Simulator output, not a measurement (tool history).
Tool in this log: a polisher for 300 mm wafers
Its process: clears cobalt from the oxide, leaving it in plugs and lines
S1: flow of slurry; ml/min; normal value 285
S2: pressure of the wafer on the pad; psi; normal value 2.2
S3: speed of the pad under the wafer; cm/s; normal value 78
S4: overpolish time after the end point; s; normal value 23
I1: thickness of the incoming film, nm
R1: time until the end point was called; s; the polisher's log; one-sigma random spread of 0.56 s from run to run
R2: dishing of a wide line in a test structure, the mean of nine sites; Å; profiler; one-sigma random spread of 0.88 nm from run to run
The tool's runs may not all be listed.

Run 1, hour 0: usual settings; I1 148.4. Result: R1 48.8 s, R2 483 Å.
Run 2, hour 28.1: usual settings; I1 151.1. Result: R1 48.3 s, R2 475 Å.
At hour 74.4: worn pad replaced by a new one.
Run 3, hour 96.6: usual settings; I1 150.1. Result: R1 46.4 s, R2 501 Å.
Run 4, hour 157.4: usual settings; I1 150.5. Result: R1 48.8 s, R2 475 Å.
Run 5, hour 214.3: usual settings; I1 149.7. Result: R1 50.4 s, R2 481 Å.
At hour 228: worn pad replaced by a new one.
Run 6, hour 260.6: usual settings; I1 150.9. Result: R1 47.3 s, R2 486 Å.
Run 7, hour 328.4: usual settings; I1 149.8. Result: R1 50.6 s, R2 458 Å.
Run 8, hour 372.9: usual settings but S2 2.8 psi, S3 98 cm/s; I1 149.4. Result: R1 33.7 s, R2 574 Å.
At hour 384.7: worn pad replaced by a new one.
Run 9, hour 407.3: usual settings; I1 149.8. Result: R1 47 s, R2 502 Å.
Run 10, hour 477.5: usual settings but S1 325 ml/min, S2 2.4 psi, S4 15 s; I1 150.1. Result: R1 46.9 s, R2 378 Å.
Run 11, hour 529.1: usual settings; I1 146.6. Result: R1 49.4 s, R2 462 Å.
At hour 553.7: worn pad replaced by a new one.
At hour 555.5: slurry nozzle cleaned.
At hour 656.2: head pressure recalibrated.
At hour 703.6: worn pad replaced by a new one.
Run 12, hour 730.6: usual settings; I1 152. Result: R1 46.2 s, R2 503 Å.
Run 13, hour 798.7: usual settings but S1 190 ml/min, S3 92 cm/s; I1 149.9. Result: R1 43.8 s, R2 532 Å.
Run 14, hour 824.6: usual settings but S1 210 ml/min; I1 147.1. Result: R1 48.1 s, R2 467 Å.
Run 15, hour 858.4: usual settings but S1 245 ml/min, S2 2.9 psi, S3 66 cm/s, S4 33 s; I1 148.8. Result: R1 47.3 s, R2 565 Å.

Forecast each of these 4 alternatives for the next run:
Run A, hour 858.8: usual settings; I1 148.3. Result: R1 ?, R2 ?.
Run B, hour 858.8: usual settings but S3 94 cm/s; I1 148.3. Result: R1 ?, R2 ?.
Run C, hour 858.8: usual settings but S1 380 ml/min; I1 148.3. Result: R1 ?, R2 ?.
Run D, hour 858.8: usual settings but S4 35 s; I1 148.3. Result: R1 ?, R2 ?.

run    R1   R2
  A  46.8  484
  B  38.8  531
  C  45.4  491
  D  46.8  589
With the hidden condition removed and each run's random variation left untouched, the same runs would have given:
run    R1   R2
  A  41.4  516
  B  34.4  562
  C  40.4  522
  D  41.4  616

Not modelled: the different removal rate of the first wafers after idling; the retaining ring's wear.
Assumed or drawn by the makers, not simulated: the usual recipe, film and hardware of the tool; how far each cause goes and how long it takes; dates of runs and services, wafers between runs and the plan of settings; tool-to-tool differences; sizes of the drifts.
